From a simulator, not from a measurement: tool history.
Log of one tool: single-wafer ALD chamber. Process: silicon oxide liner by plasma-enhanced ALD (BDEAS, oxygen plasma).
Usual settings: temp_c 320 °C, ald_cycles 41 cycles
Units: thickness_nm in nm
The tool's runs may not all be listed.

| run | hour | temp_c | ald_cycles | wafers since the last listed run | hours since the last thermocouple change | hours since the gauge calibration | read-back reference wafer on the same gauge, thickness_nm | thickness_nm |
|---|---|---|---|---|---|---|---|---|
| 1 | 0.0 | 320 | 41 | 0 | 2040.9 | 107.8 | 3.810 | 3.699 |
| 2 | 25.2 | 320 | 41 | 277 | 2066.1 | 133.0 | 3.810 | 3.698 |
| 3 | 54.2 | 320 | 41 | 319 | 2095.1 | 162.0 | 3.810 | 3.721 |
| 4 | 87.5 | 320 | 41 | 367 | 2128.4 | 195.3 | 3.809 | 3.716 |
| 5 | 115.1 | 315 | 41 | 304 | 2156.0 | 222.9 | 3.810 | 3.720 |
| 6 | 142.5 | 315 | 41 | 302 | 2183.4 | 250.3 | 3.810 | 3.738 |
| 7 | 168.1 | 320 | 41 | 282 | 2209.0 | 275.9 | 3.809 | 3.715 |
| 8 | 181.1 | 320 | 41 | 143 | 2222.0 | 288.9 | 3.810 | 3.698 |
| 9 | 216.2 | 320 | 41 | 387 | 2257.1 | 324.0 | 3.809 | 3.697 |
| 10 | 234.8 | 320 | 41 | 205 | 2275.7 | 342.6 | 3.810 | 3.717 |
| 11 | 255.2 | 320 | 41 | 225 | 2296.1 | 363.0 | 3.812 | 3.706 |
| 12 | 276.3 | 329 | 35 | 232 | 2317.2 | 384.1 | 3.811 | 3.126 |
| 13 | 311.2 | 314 | 44 | 385 | 2352.1 | 419.0 | 3.811 | 4.002 |
| 14 | 343.8 | 325 | 41 | 359 | 2384.7 | 451.6 | 3.810 | 3.695 |
|  | 369.7 | thermocouple changed; heater temperature recalibrated |
| 15 | 377.1 | 320 | 49 | 279 | 7.4 | 484.9 | 3.811 | 4.428 |
| 16 | 391.8 | 320 | 41 | 162 | 22.1 | 499.6 | 3.811 | 3.706 |
|  | 410.1 | gauge calibrated |
| 17 | 485.9 | 313 | 33 | 1038 | 116.2 | 75.8 | 3.808 | 3.024 |
| 18 | 513.0 | 307 | 33 | 298 | 143.3 | 102.9 | 3.808 | 3.026 |
| 19 | 546.5 | 332 | 48 | 369 | 176.8 | 136.4 | 3.808 | 4.294 |
| 20 | 560.9 | 312 | 34 | 158 | 191.2 | 150.8 | 3.809 | 3.108 |
| 21 | 585.2 | 325 | 48 | 268 | 215.5 | 175.1 | 3.813 | 4.311 |

Forecast each of these 4 alternatives for the next run:
| A | 585.7 | 320 | 41 | 5 | 216.0 | 175.6 | ? | ? |
| B | 585.7 | 333 | 37 | 5 | 216.0 | 175.6 | ? | ? |
| C | 585.7 | 314 | 35 | 5 | 216.0 | 175.6 | ? | ? |
| D | 585.7 | 310 | 38 | 5 | 216.0 | 175.6 | ? | ? |

| run | read-back reference wafer on the same gauge, thickness_nm | thickness_nm |
|---|---|---|
| A | 3.809 | 3.727 |
| B | 3.809 | 3.308 |
| C | 3.809 | 3.205 |
| D | 3.809 | 3.498 |
Without the tool's hidden state the same runs would have given:
| run | thickness_nm |
|---|---|
| A | 3.727 |
| B | 3.308 |
| C | 3.205 |
| D | 3.498 |
